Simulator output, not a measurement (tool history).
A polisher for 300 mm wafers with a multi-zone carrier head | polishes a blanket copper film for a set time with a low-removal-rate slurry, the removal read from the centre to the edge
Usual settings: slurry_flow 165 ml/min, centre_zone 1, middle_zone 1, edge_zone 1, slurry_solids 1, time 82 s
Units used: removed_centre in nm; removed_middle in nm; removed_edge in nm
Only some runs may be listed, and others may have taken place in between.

run	hour	slurry_flow	centre_zone	middle_zone	edge_zone	slurry_solids	time	wafers since the last listed run	wafers polished on this pad	hours since the slurry nozzle was cleaned	hours since the centre zone pressure was calibrated	hours since the edge zone pressure was calibrated	hours since the carrier head's membrane was replaced	incoming thickness of the incoming film, nm	removed_centre	removed_middle	removed_edge
1	0	165	1	1	0.94	1	82	0	1065	363.5	153.2	743.4	1383.5	721.4	154	155.4	146.3
# hour 30: worn pad replaced by a new one
2	35.8	165	1	1	0.94	1	82	325	59	399.3	189	779.2	1419.3	732.5	160.6	163.3	152.7
3	62.6	165	1	1	0.94	1	82	274	333	426.1	215.8	806	1446.1	722.7	162	159.8	150.1
4	87.4	165	1	1	1	1	82	254	588	450.9	240.6	830.8	1470.9	729	159.4	163.6	156
5	115.5	165	1	1	1	1	82	287	875	479	268.7	858.9	1499	724.5	153	148.6	152.1
6	144.9	165	1	1	1	1	82	301	1177	508.4	298.1	888.3	1528.4	723.2	148.3	143.5	146.8
# hour 159.9: worn pad replaced by a new one
7	183.8	165	1	1	1	1	82	357	245	547.3	337	927.2	1567.3	735.8	158.2	160.5	157.7
# hour 193.9: centre zone pressure recalibrated
# hour 209.9: carrier head's membrane replaced by a new one
# hour 216.5: edge zone pressure recalibrated
8	218.7	180	1	1	1	1	82	265	510	582.2	24.8	2.2	8.8	730.4	160	160.9	156.4
9	251.5	165	1.09	1.08	1	1	100	336	846	615	57.6	35	41.6	738.4	202.6	199.5	183.3
# hour 285: worn pad replaced by a new one
10	287.1	165	1.08	1	1.04	1.25	104	323	21	650.6	93.2	70.6	77.2	731.7	242.9	221	221.1
11	317.4	195	1.04	0.97	1	1	109	310	331	680.9	123.5	100.9	107.5	723.2	235.3	216.3	217.8

Run 12 is up next; what results do you expect?
12	331.9	165	1	1	1	1	82	148	480	695.4	138	115.4	122	718.9	?	?	?

removed_centre: 161 nm
removed_middle: 165.3 nm
removed_edge: 159 nm
Were there no unlogged condition in the tool, this run, its random variation unchanged, would have produced removed_centre 164 nm, removed_middle 168.4 nm, removed_edge 162 nm.
